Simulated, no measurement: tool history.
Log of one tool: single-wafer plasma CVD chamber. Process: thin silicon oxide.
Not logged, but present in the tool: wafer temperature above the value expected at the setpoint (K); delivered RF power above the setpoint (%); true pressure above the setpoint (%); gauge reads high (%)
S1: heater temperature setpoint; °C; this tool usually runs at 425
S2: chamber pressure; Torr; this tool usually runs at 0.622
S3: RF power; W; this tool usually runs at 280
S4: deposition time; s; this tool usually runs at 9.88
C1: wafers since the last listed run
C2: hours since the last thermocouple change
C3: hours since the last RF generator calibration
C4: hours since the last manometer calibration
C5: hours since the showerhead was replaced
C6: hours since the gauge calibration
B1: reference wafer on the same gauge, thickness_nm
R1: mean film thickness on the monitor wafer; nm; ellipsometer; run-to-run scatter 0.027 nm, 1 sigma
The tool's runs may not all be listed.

run 1 day=0 | S1=431 S2=0.622 S3=280 S4=9.88 | C1=0 C2=874.8 C3=1732.5 C4=1799.3 C5=4756.8 C6=130.8 | B1=15.508 | R1=14.64
run 2 day=0.667 | S1=431 S2=0.622 S3=280 S4=9.88 | C1=599 C2=890.8 C3=1748.5 C4=1815.3 C5=4772.8 C6=146.8 | B1=15.504 | R1=14.677
run 3 day=1.267 | S1=431 S2=0.622 S3=280 S4=9.88 | C1=539 C2=905.2 C3=1762.9 C4=1829.7 C5=4787.2 C6=161.2 | B1=15.514 | R1=14.699
run 4 day=1.929 | S1=425 S2=0.665 S3=280 S4=9.88 | C1=595 C2=921.1 C3=1778.8 C4=1845.6 C5=4803.1 C6=177.1 | B1=15.502 | R1=15.756
run 5 day=2.204 | S1=425 S2=0.665 S3=280 S4=9.88 | C1=247 C2=927.7 C3=1785.4 C4=1852.2 C5=4809.7 C6=183.7 | B1=15.506 | R1=15.773
run 6 day=2.642 | S1=425 S2=0.665 S3=280 S4=9.88 | C1=393 C2=938.2 C3=1795.9 C4=1862.7 C5=4820.2 C6=194.2 | B1=15.492 | R1=15.715
run 7 day=2.971 | S1=425 S2=0.622 S3=280 S4=9.88 | C1=296 C2=946.1 C3=1803.8 C4=1870.6 C5=4828.1 C6=202.1 | B1=15.513 | R1=14.796
-- day=3.646 capacitance manometer re-zeroed and calibrated
run 8 day=3.667 | S1=425 S2=0.578 S3=280 S4=9.88 | C1=326 C2=962.8 C3=1820.5 C4=0.5 C5=4844.8 C6=218.8 | B1=15.494 | R1=12.562
run 9 day=3.729 | S1=425 S2=0.578 S3=280 S4=9.88 | C1=56 C2=964.3 C3=1822 C4=2 C5=4846.3 C6=220.3 | B1=15.511 | R1=12.559
run 10 day=4.012 | S1=425 S2=0.578 S3=280 S4=9.88 | C1=254 C2=971.1 C3=1828.8 C4=8.8 C5=4853.1 C6=227.1 | B1=15.498 | R1=12.605
run 11 day=4.671 | S1=432 S2=0.622 S3=280 S4=9.88 | C1=592 C2=986.9 C3=1844.6 C4=24.6 C5=4868.9 C6=242.9 | B1=15.496 | R1=13.55
-- day=5.117 RF generator calibrated
run 12 day=5.138 | S1=435 S2=0.622 S3=280 S4=9.33 | C1=119 C2=998.1 C3=0.5 C4=35.8 C5=4880.1 C6=254.1 | B1=15.493 | R1=12.806
-- day=5.225 gauge calibrated
run 13 day=5.654 | S1=425 S2=0.622 S3=280 S4=9.88 | C1=464 C2=1010.5 C3=12.9 C4=48.2 C5=4892.5 C6=10.3 | B1=15.489 | R1=13.609
-- day=6.179 thermocouple changed; heater temperature recalibrated
run 14 day=6.2 | S1=425 S2=0.578 S3=280 S4=9.88 | C1=191 C2=0.5 C3=26 C4=61.3 C5=4905.6 C6=23.4 | B1=15.5 | R1=12.667
run 15 day=6.292 | S1=425 S2=0.731 S3=280 S4=11.5 | C1=82 C2=2.7 C3=28.2 C4=63.5 C5=4907.8 C6=25.6 | B1=15.487 | R1=18.585
-- day=7.012 showerhead replaced
run 16 day=7.033 | S1=425 S2=0.622 S3=280 S4=9.88 | C1=367 C2=20.5 C3=46 C4=81.3 C5=0.5 C6=43.4 | B1=15.508 | R1=13.672
run 17 day=7.304 | S1=433 S2=0.693 S3=320 S4=8.23 | C1=243 C2=27 C3=52.5 C4=87.8 C5=7 C6=49.9 | B1=15.497 | R1=13.467
run 18 day=7.775 | S1=435 S2=0.739 S3=280 S4=10.88 | C1=423 C2=38.3 C3=63.8 C4=99.1 C5=18.3 C6=61.2 | B1=15.502 | R1=17.707
run 19 day=8.079 | S1=431 S2=0.622 S3=260 S4=9.88 | C1=273 C2=45.6 C3=71.1 C4=106.4 C5=25.6 C6=68.5 | B1=15.499 | R1=13.194
run 20 day=8.617 | S1=416 S2=0.622 S3=295 S4=9.88 | C1=483 C2=58.5 C3=84 C4=119.3 C5=38.5 C6=81.4 | B1=15.501 | R1=14.087
run 21 day=9.258 | S1=425 S2=0.555 S3=280 S4=11.79 | C1=577 C2=73.9 C3=99.4 C4=134.7 C5=53.9 C6=96.8 | B1=15.512 | R1=14.649
run 22 day=9.725 | S1=425 S2=0.482 S3=280 S4=9.88 | C1=419 C2=85.1 C3=110.6 C4=145.9 C5=65.1 C6=108 | B1=15.498 | R1=10.666

Each row is a separate what-if for the run after 22, all from the same tool condition, not one after another. Results?
run A day=9.742 | S1=425 S2=0.622 S3=280 S4=9.88 | C1=14 C2=85.5 C3=111 C4=146.3 C5=65.5 C6=108.4 | B1=? | R1=?
run B day=9.742 | S1=425 S2=0.524 S3=280 S4=9.88 | C1=14 C2=85.5 C3=111 C4=146.3 C5=65.5 C6=108.4 | B1=? | R1=?
run C day=9.742 | S1=425 S2=0.723 S3=225 S4=9.15 | C1=14 C2=85.5 C3=111 C4=146.3 C5=65.5 C6=108.4 | B1=? | R1=?
run D day=9.742 | S1=415 S2=0.622 S3=305 S4=10.65 | C1=14 C2=85.5 C3=111 C4=146.3 C5=65.5 C6=108.4 | B1=? | R1=?
run E day=9.742 | S1=425 S2=0.622 S3=280 S4=8.29 | C1=14 C2=85.5 C3=111 C4=146.3 C5=65.5 C6=108.4 | B1=? | R1=?

run=A B1=15.501 R1=13.786
run=B B1=15.501 R1=11.6
run=C B1=15.501 R1=13.215
run=D B1=15.501 R1=15.549
run=E B1=15.501 R1=11.572
Without the tool's hidden state the same runs would have given:
run=A R1=13.441
run=B R1=11.299
run=C R1=12.899
run=D R1=15.16
run=E R1=11.283
